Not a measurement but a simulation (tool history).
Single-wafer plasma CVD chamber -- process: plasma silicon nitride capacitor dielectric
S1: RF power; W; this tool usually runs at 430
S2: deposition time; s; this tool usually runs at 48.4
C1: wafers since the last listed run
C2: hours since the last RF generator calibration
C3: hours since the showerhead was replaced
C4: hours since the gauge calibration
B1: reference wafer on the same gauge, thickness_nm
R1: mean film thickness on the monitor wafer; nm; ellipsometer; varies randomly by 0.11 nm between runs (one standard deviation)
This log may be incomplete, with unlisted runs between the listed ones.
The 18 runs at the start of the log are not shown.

run   hour   S1    S2   C1      C2     C3     C4      B1      R1
 19  214.2  430  48.4  253  1620.2   32.1  351.9  82.300  68.636
 20  229.4  430  55.3  331  1635.4   47.3  367.1  82.273  78.509
 21  242.8  505  40.6  292  1648.8   60.7  380.5  82.272  60.351
     255.0  -- RF generator calibrated
 22  258.5  465  39.0  168     3.5   76.4  396.2  82.302  58.237
 23  264.9  430  48.4  139     9.9   82.8  402.6  82.313  70.434
 24  276.8  430  56.0  259    21.8   94.7  414.5  82.298  81.336
 25  286.6  515  53.6  213    31.6  104.5  424.3  82.292  82.516
 26  295.9  380  39.0  202    40.9  113.8  433.6  82.290  54.646
 27  306.2  430  48.4  224    51.2  124.1  443.9  82.279  70.453
 28  313.6  430  38.8  161    58.6  131.5  451.3  82.310  56.273
     318.3  -- gauge calibrated
 29  327.6  410  45.6  305    72.6  145.5    9.3  82.279  65.369
 30  339.0  390  42.3  248    84.0  156.9   20.7  82.307  59.802
 31  348.8  430  41.3  213    93.8  166.7   30.5  82.324  59.944
 32  356.1  430  48.4  159   101.1  174.0   37.8  82.294  70.227
 33  369.6  395  54.8  294   114.6  187.5   51.3  82.288  77.576
 34  376.9  395  41.6  159   121.9  194.8   58.6  82.311  58.756
 35  383.1  395  41.4  135   128.1  201.0   64.8  82.337  58.456
 36  389.6  495  39.6  141   134.6  207.5   71.3  82.298  59.932
 37  405.0  500  41.3  336   150.0  222.9   86.7  82.292  62.574
 38  412.0  465  54.0  152   157.0  229.9   93.7  82.309  80.137
 39  427.7  430  48.4  342   172.7  245.6  109.4  82.291  69.902
 40  441.9  430  48.4  309   186.9  259.8  123.6  82.285  70.151
 41  448.0  430  48.4  133   193.0  265.9  129.7  82.268  70.087

Alternative continuations, all from the tool just after run 41; predict every row:
  A  448.4  430  54.3   8  193.4  266.3  130.1   ?   ?
  B  448.4  495  43.2   8  193.4  266.3  130.1   ?   ?
  C  448.4  430  53.3   8  193.4  266.3  130.1   ?   ?
  D  448.4  470  53.4   8  193.4  266.3  130.1   ?   ?
  E  448.4  490  43.5   8  193.4  266.3  130.1   ?   ?

run      B1      R1
  A  82.319  78.591
  B  82.319  65.294
  C  82.319  77.144
  D  82.319  79.435
  E  82.319  65.542
Had the tool no hidden state, the same runs would have come out as:
run      R1
  A  79.172
  B  65.777
  C  77.714
  D  80.022
  E  66.027
